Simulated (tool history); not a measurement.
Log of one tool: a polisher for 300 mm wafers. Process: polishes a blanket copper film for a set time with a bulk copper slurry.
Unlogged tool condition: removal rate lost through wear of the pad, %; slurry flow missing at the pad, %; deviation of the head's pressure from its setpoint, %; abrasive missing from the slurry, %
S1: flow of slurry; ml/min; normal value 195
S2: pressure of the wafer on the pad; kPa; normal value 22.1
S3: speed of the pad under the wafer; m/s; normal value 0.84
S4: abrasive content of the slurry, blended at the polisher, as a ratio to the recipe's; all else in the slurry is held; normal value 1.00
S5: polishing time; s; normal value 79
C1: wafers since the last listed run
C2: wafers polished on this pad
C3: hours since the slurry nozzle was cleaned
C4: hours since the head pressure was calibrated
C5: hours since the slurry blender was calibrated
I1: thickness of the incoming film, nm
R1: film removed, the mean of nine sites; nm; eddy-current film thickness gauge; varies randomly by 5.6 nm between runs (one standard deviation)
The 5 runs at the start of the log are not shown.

run 6 hour=44.6 | S1=195 S2=22.1 S3=0.84 S4=1.00 S5=79 | C1=154 C2=179 C3=446.1 C4=30.4 C5=62.7 | I1=2364.3 | R1=667.6
run 7 hour=56.5 | S1=195 S2=22.1 S3=0.70 S4=1.00 S5=79 | C1=138 C2=317 C3=458.0 C4=42.3 C5=74.6 | I1=2391.6 | R1=559.0
run 8 hour=73.9 | S1=195 S2=22.1 S3=0.70 S4=1.00 S5=79 | C1=201 C2=519 C3=475.4 C4=59.7 C5=92.0 | I1=2366.1 | R1=541.3
run 9 hour=81.2 | S1=195 S2=22.1 S3=0.84 S4=1.00 S5=79 | C1=84 C2=603 C3=482.7 C4=67.0 C5=99.3 | I1=2376.1 | R1=629.4
-- hour=89.5 slurry nozzle cleaned
run 10 hour=93.8 | S1=195 S2=22.1 S3=0.60 S4=1.00 S5=79 | C1=134 C2=738 C3=4.3 C4=79.6 C5=111.9 | I1=2327.9 | R1=457.9
run 11 hour=106.9 | S1=255 S2=22.1 S3=0.74 S4=1.00 S5=103 | C1=151 C2=890 C3=17.4 C4=92.7 C5=125.0 | I1=2359.8 | R1=753.2
run 12 hour=118.1 | S1=165 S2=22.1 S3=1.00 S4=1.00 S5=79 | C1=129 C2=1020 C3=28.6 C4=103.9 C5=136.2 | I1=2353.7 | R1=718.2
run 13 hour=124.4 | S1=240 S2=22.1 S3=0.84 S4=0.90 S5=97 | C1=73 C2=1093 C3=34.9 C4=110.2 C5=142.5 | I1=2377.7 | R1=746.2
-- hour=135.3 worn pad replaced by a new one
run 14 hour=137.1 | S1=195 S2=22.1 S3=0.84 S4=1.25 S5=79 | C1=100 C2=21 C3=47.6 C4=122.9 C5=155.2 | I1=2418.0 | R1=721.6
-- hour=145.3 slurry blender recalibrated
run 15 hour=151.7 | S1=195 S2=26.9 S3=0.84 S4=1.00 S5=79 | C1=146 C2=167 C3=62.2 C4=137.5 C5=6.4 | I1=2403.9 | R1=727.7
run 16 hour=160.8 | S1=195 S2=22.1 S3=0.84 S4=1.00 S5=79 | C1=105 C2=272 C3=71.3 C4=146.6 C5=15.5 | I1=2413.1 | R1=636.2
run 17 hour=169.7 | S1=250 S2=17.9 S3=0.84 S4=1.30 S5=92 | C1=103 C2=376 C3=80.2 C4=155.5 C5=24.4 | I1=2369.2 | R1=734.2
run 18 hour=178.5 | S1=195 S2=24.1 S3=0.84 S4=1.00 S5=79 | C1=102 C2=478 C3=89.0 C4=164.3 C5=33.2 | I1=2389.9 | R1=655.7
run 19 hour=193.4 | S1=195 S2=22.1 S3=0.84 S4=1.00 S5=53 | C1=172 C2=651 C3=103.9 C4=179.2 C5=48.1 | I1=2399.0 | R1=408.7
run 20 hour=207.4 | S1=195 S2=22.1 S3=0.84 S4=1.00 S5=79 | C1=162 C2=813 C3=117.9 C4=193.2 C5=62.1 | I1=2375.1 | R1=609.3
run 21 hour=220.1 | S1=195 S2=17.9 S3=0.84 S4=1.00 S5=79 | C1=147 C2=960 C3=130.6 C4=205.9 C5=74.8 | I1=2380.3 | R1=540.1
run 22 hour=234.7 | S1=195 S2=22.1 S3=0.84 S4=1.00 S5=79 | C1=169 C2=1130 C3=145.2 C4=220.5 C5=89.4 | I1=2393.1 | R1=607.9
-- hour=240.0 worn pad replaced by a new one
run 23 hour=247.3 | S1=215 S2=22.1 S3=0.84 S4=1.00 S5=79 | C1=99 C2=85 C3=157.8 C4=233.1 C5=102.0 | I1=2424.5 | R1=665.8
run 24 hour=263.9 | S1=175 S2=22.1 S3=1.10 S4=1.00 S5=79 | C1=192 C2=277 C3=174.4 C4=249.7 C5=118.6 | I1=2381.3 | R1=805.1
run 25 hour=279.7 | S1=155 S2=22.1 S3=0.84 S4=0.85 S5=53 | C1=183 C2=461 C3=190.2 C4=265.5 C5=134.4 | I1=2360.7 | R1=380.1
-- hour=288.5 slurry blender recalibrated
run 26 hour=304.5 | S1=195 S2=22.1 S3=0.84 S4=1.00 S5=79 | C1=264 C2=725 C3=215.0 C4=290.3 C5=16.0 | I1=2424.0 | R1=618.9
run 27 hour=311.2 | S1=195 S2=22.1 S3=0.92 S4=0.75 S5=51 | C1=77 C2=803 C3=221.7 C4=297.0 C5=22.7 | I1=2382.8 | R1=390.1
run 28 hour=321.2 | S1=195 S2=22.1 S3=0.84 S4=1.00 S5=79 | C1=116 C2=919 C3=231.7 C4=307.0 C5=32.7 | I1=2356.6 | R1=620.5
run 29 hour=332.1 | S1=135 S2=18.6 S3=0.84 S4=1.00 S5=79 | C1=126 C2=1045 C3=242.6 C4=317.9 C5=43.6 | I1=2399.6 | R1=522.8
-- hour=342.1 worn pad replaced by a new one
run 30 hour=344.8 | S1=195 S2=22.1 S3=0.84 S4=1.00 S5=79 | C1=100 C2=31 C3=255.3 C4=330.6 C5=56.3 | I1=2405.2 | R1=688.6

Predict each of these 4 candidate next runs independently; none follows another, all start after run 30:
run A hour=345.2 | S1=195 S2=22.1 S3=0.84 S4=1.00 S5=79 | C1=4 C2=36 C3=255.7 C4=331.0 C5=56.7 | I1=2375.1 | R1=?
run B hour=345.2 | S1=195 S2=22.1 S3=0.58 S4=1.00 S5=79 | C1=4 C2=36 C3=255.7 C4=331.0 C5=56.7 | I1=2375.1 | R1=?
run C hour=345.2 | S1=195 S2=25.5 S3=1.10 S4=0.75 S5=52 | C1=4 C2=36 C3=255.7 C4=331.0 C5=56.7 | I1=2375.1 | R1=?
run D hour=345.2 | S1=195 S2=29.6 S3=0.84 S4=1.00 S5=79 | C1=4 C2=36 C3=255.7 C4=331.0 C5=56.7 | I1=2375.1 | R1=?

run=A R1=687.2
run=B R1=493.5
run=C R1=570.3
run=D R1=828.9
Had the tool no hidden state, the same runs would have come out as:
run=A R1=696.0
run=B R1=499.8
run=C R1=577.6
run=D R1=839.5
